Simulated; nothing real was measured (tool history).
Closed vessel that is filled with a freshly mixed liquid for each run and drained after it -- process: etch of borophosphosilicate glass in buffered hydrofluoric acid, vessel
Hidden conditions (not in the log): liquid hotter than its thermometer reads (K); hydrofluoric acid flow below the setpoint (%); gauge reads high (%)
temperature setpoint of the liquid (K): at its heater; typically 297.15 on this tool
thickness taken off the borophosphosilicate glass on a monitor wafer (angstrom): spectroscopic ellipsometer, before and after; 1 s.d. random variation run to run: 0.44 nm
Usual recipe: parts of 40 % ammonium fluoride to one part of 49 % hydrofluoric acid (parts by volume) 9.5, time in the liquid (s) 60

| run | hour | temperature setpoint of the liquid (K) | parts of 40 % ammonium fluoride to one part of 49 % hydrofluoric acid (parts by volume) | time in the liquid (s) | wafers since the last listed run | hours since the thermometer was replaced | hours since the hydrofluoric acid flow meter was replaced | hours since the gauge calibration | read-back film thickness of the borophosphosilicate glass reference wafer, read on the same gauge (nm) | thickness taken off the borophosphosilicate glass on a monitor wafer (angstrom) |
|---|---|---|---|---|---|---|---|---|---|---|
| 1 | 0 | 297.15 | 9.5 | 60 | 0 | 569.4 | 921.2 | 1074.4 | 30.46 | 1285 |
| 2 | 51.6 | 297.15 | 9.5 | 60 | 3495 | 621 | 972.8 | 1126 | 30.47 | 1285.1 |
| 3 | 136.9 | 297.15 | 9.5 | 60 | 5778 | 706.3 | 1058.1 | 1211.3 | 30.53 | 1295.5 |
| 4 | 187.1 | 295.65 | 9.5 | 60 | 3400 | 756.5 | 1108.3 | 1261.5 | 30.51 | 1193 |
| 5 | 234.3 | 295.65 | 9.5 | 60 | 3197 | 803.7 | 1155.5 | 1308.7 | 30.59 | 1198.5 |
| 6 | 289.5 | 295.65 | 9.5 | 60 | 3739 | 858.9 | 1210.7 | 1363.9 | 30.6 | 1190 |
| 7 | 353.7 | 294.15 | 9.5 | 60 | 4348 | 923.1 | 1274.9 | 1428.1 | 30.61 | 1104.7 |
| 8 | 394.3 | 294.15 | 9.5 | 60 | 2750 | 963.7 | 1315.5 | 1468.7 | 30.63 | 1101.4 |
| 9 | 497.8 | 294.15 | 9.5 | 60 | 7011 | 1067.2 | 1419 | 1572.2 | 30.67 | 1106.9 |
|  | 543.9 | thermometer replaced |
| 10 | 568.7 | 295.15 | 9.5 | 60 | 4734 | 24.8 | 1489.9 | 1643.1 | 30.72 | 1170.5 |
| 11 | 630.9 | 297.15 | 9.5 | 60 | 4213 | 87 | 1552.1 | 1705.3 | 30.7 | 1302.7 |
|  | 642.7 | hydrofluoric acid flow meter replaced |
| 12 | 667.6 | 297.15 | 8.5 | 60 | 2418 | 123.7 | 24.9 | 1742 | 30.76 | 1432.9 |
|  | 762.5 | gauge calibrated |
| 13 | 910.5 | 297.15 | 8.5 | 60 | 16453 | 366.6 | 267.8 | 148 | 29.98 | 1401.1 |
| 14 | 963.3 | 297.15 | 8.5 | 60 | 3576 | 419.4 | 320.6 | 200.8 | 30 | 1401.9 |
| 15 | 1066 | 297.15 | 9.5 | 60 | 6956 | 522.1 | 423.3 | 303.5 | 30.06 | 1271.2 |
| 16 | 1139.4 | 295.65 | 12.5 | 90 | 4972 | 595.5 | 496.7 | 376.9 | 30.11 | 1368.5 |
| 17 | 1185.6 | 301.15 | 6 | 40 | 3129 | 641.7 | 542.9 | 423.1 | 30.1 | 1655.5 |
| 18 | 1266.5 | 292.15 | 9.5 | 30 | 5480 | 722.6 | 623.8 | 504 | 30.17 | 484.8 |
| 19 | 1364.4 | 297.15 | 8.5 | 60 | 6631 | 820.5 | 721.7 | 601.9 | 30.19 | 1414.4 |
| 20 | 1454.6 | 297.15 | 13 | 45 | 6110 | 910.7 | 811.9 | 692.1 | 30.22 | 712.6 |
| 21 | 1504.4 | 300.65 | 12.5 | 40 | 3373 | 960.5 | 861.7 | 741.9 | 30.25 | 804.9 |
| 22 | 1550.9 | 298.65 | 10.5 | 60 | 3149 | 1007 | 908.2 | 788.4 | 30.28 | 1279.2 |
|  | 1566.9 | thermometer replaced |
| 23 | 1633.9 | 295.65 | 9.5 | 60 | 5554 | 67 | 991.2 | 871.4 | 30.3 | 1182.9 |
| 24 | 1706.8 | 297.15 | 9.5 | 60 | 4938 | 139.9 | 1064.1 | 944.3 | 30.33 | 1284 |

Run 25 comes next. What will it give?
| 25 | 1811.6 | 295.15 | 6.5 | 90 | 7099 | 244.7 | 1168.9 | 1049.1 | ? | ? |

read-back film thickness of the borophosphosilicate glass reference wafer, read on the same gauge (nm): 30.35
thickness taken off the borophosphosilicate glass on a monitor wafer (angstrom): 2523.3
Were there no unlogged condition in the tool, this run, its random variation unchanged, would have produced thickness taken off the borophosphosilicate glass on a monitor wafer (angstrom) 2491.5.
